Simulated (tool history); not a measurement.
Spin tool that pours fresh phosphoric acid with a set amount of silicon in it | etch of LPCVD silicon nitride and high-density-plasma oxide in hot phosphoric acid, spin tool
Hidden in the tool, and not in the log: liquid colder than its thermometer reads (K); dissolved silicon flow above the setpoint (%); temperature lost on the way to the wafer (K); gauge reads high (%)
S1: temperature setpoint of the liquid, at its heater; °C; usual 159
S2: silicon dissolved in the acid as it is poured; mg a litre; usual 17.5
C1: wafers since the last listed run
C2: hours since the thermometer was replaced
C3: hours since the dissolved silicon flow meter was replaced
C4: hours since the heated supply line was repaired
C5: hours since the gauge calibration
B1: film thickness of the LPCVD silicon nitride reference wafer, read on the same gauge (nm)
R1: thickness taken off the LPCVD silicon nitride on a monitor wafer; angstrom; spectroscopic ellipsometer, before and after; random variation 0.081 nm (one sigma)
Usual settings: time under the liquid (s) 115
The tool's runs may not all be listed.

run 1 hour=0 | S1=158 S2=26.5 time_under_the_liquid_(s)=175 | C1=0 C2=1754.5 C3=253.3 C4=641.3 C5=409.3 | B1=71.97 | R1=134.1
run 2 hour=28.7 | S1=161 S2=17.5 time_under_the_liquid_(s)=85 | C1=397 C2=1783.2 C3=282 C4=670 C5=438 | B1=72.05 | R1=72.5
run 3 hour=93.2 | S1=159 S2=17.5 time_under_the_liquid_(s)=115 | C1=894 C2=1847.7 C3=346.5 C4=734.5 C5=502.5 | B1=72.13 | R1=91.8
-- hour=120.6 thermometer replaced
run 4 hour=181.6 | S1=159 S2=23 time_under_the_liquid_(s)=65 | C1=1211 C2=61 C3=434.9 C4=822.9 C5=590.9 | B1=72.26 | R1=51.7
run 5 hour=238.8 | S1=157 S2=12 time_under_the_liquid_(s)=175 | C1=792 C2=118.2 C3=492.1 C4=880.1 C5=648.1 | B1=72.27 | R1=131
run 6 hour=265.4 | S1=161.5 S2=26.5 time_under_the_liquid_(s)=75 | C1=368 C2=144.8 C3=518.7 C4=906.7 C5=674.7 | B1=72.28 | R1=64.1
run 7 hour=287.7 | S1=161 S2=8 time_under_the_liquid_(s)=85 | C1=309 C2=167.1 C3=541 C4=929 C5=697 | B1=72.29 | R1=73
run 8 hour=321.7 | S1=158 S2=23.5 time_under_the_liquid_(s)=85 | C1=471 C2=201.1 C3=575 C4=963 C5=731 | B1=72.32 | R1=65.6
run 9 hour=340.4 | S1=159 S2=17.5 time_under_the_liquid_(s)=115 | C1=259 C2=219.8 C3=593.7 C4=981.7 C5=749.7 | B1=72.34 | R1=90.5
-- hour=365.5 heated supply line repaired
run 10 hour=371.5 | S1=159 S2=17.5 time_under_the_liquid_(s)=115 | C1=417 C2=250.9 C3=624.8 C4=6 C5=780.8 | B1=72.35 | R1=91.6
run 11 hour=403.5 | S1=157 S2=17.5 time_under_the_liquid_(s)=115 | C1=443 C2=282.9 C3=656.8 C4=38 C5=812.8 | B1=72.36 | R1=86.4
-- hour=406 dissolved silicon flow meter replaced
run 12 hour=416.9 | S1=159 S2=30.5 time_under_the_liquid_(s)=185 | C1=171 C2=296.3 C3=10.9 C4=51.4 C5=826.2 | B1=72.37 | R1=147.9
-- hour=430.4 gauge calibrated
run 13 hour=447.2 | S1=161.5 S2=22.5 time_under_the_liquid_(s)=115 | C1=419 C2=326.6 C3=41.2 C4=81.7 C5=16.8 | B1=70.46 | R1=96.2
run 14 hour=482.4 | S1=159 S2=17.5 time_under_the_liquid_(s)=115 | C1=487 C2=361.8 C3=76.4 C4=116.9 C5=52 | B1=70.71 | R1=89.8
run 15 hour=516.3 | S1=159 S2=17.5 time_under_the_liquid_(s)=175 | C1=469 C2=395.7 C3=110.3 C4=150.8 C5=85.9 | B1=70.93 | R1=136.1
run 16 hour=563.1 | S1=157.5 S2=17.5 time_under_the_liquid_(s)=115 | C1=648 C2=442.5 C3=157.1 C4=197.6 C5=132.7 | B1=71.19 | R1=85.4
run 17 hour=592.9 | S1=160.5 S2=4 time_under_the_liquid_(s)=115 | C1=413 C2=472.3 C3=186.9 C4=227.4 C5=162.5 | B1=71.37 | R1=97.1
run 18 hour=623.4 | S1=159 S2=17.5 time_under_the_liquid_(s)=115 | C1=422 C2=502.8 C3=217.4 C4=257.9 C5=193 | B1=71.52 | R1=90
run 19 hour=654 | S1=158 S2=8 time_under_the_liquid_(s)=115 | C1=424 C2=533.4 C3=248 C4=288.5 C5=223.6 | B1=71.61 | R1=87.3
run 20 hour=682.9 | S1=159 S2=23 time_under_the_liquid_(s)=115 | C1=400 C2=562.3 C3=276.9 C4=317.4 C5=252.5 | B1=71.73 | R1=90.2
run 21 hour=701.8 | S1=159 S2=17.5 time_under_the_liquid_(s)=60 | C1=261 C2=581.2 C3=295.8 C4=336.3 C5=271.4 | B1=71.78 | R1=48.3
run 22 hour=730 | S1=157.5 S2=30.5 time_under_the_liquid_(s)=175 | C1=390 C2=609.4 C3=324 C4=364.5 C5=299.6 | B1=71.88 | R1=132.3

Forecast each of these 3 alternatives for the next run:
run A hour=730.4 | S1=159 S2=17.5 time_under_the_liquid_(s)=75 | C1=5 C2=609.8 C3=324.4 C4=364.9 C5=300 | B1=? | R1=?
run B hour=730.4 | S1=159 S2=21.5 time_under_the_liquid_(s)=140 | C1=5 C2=609.8 C3=324.4 C4=364.9 C5=300 | B1=? | R1=?
run C hour=730.4 | S1=158 S2=17.5 time_under_the_liquid_(s)=140 | C1=5 C2=609.8 C3=324.4 C4=364.9 C5=300 | B1=? | R1=?

run=A B1=71.86 R1=60.5
run=B B1=71.86 R1=112.9
run=C B1=71.86 R1=109.2
Without the tool's hidden state the same runs would have given:
run=A R1=58.9
run=B R1=110
run=C R1=106.3

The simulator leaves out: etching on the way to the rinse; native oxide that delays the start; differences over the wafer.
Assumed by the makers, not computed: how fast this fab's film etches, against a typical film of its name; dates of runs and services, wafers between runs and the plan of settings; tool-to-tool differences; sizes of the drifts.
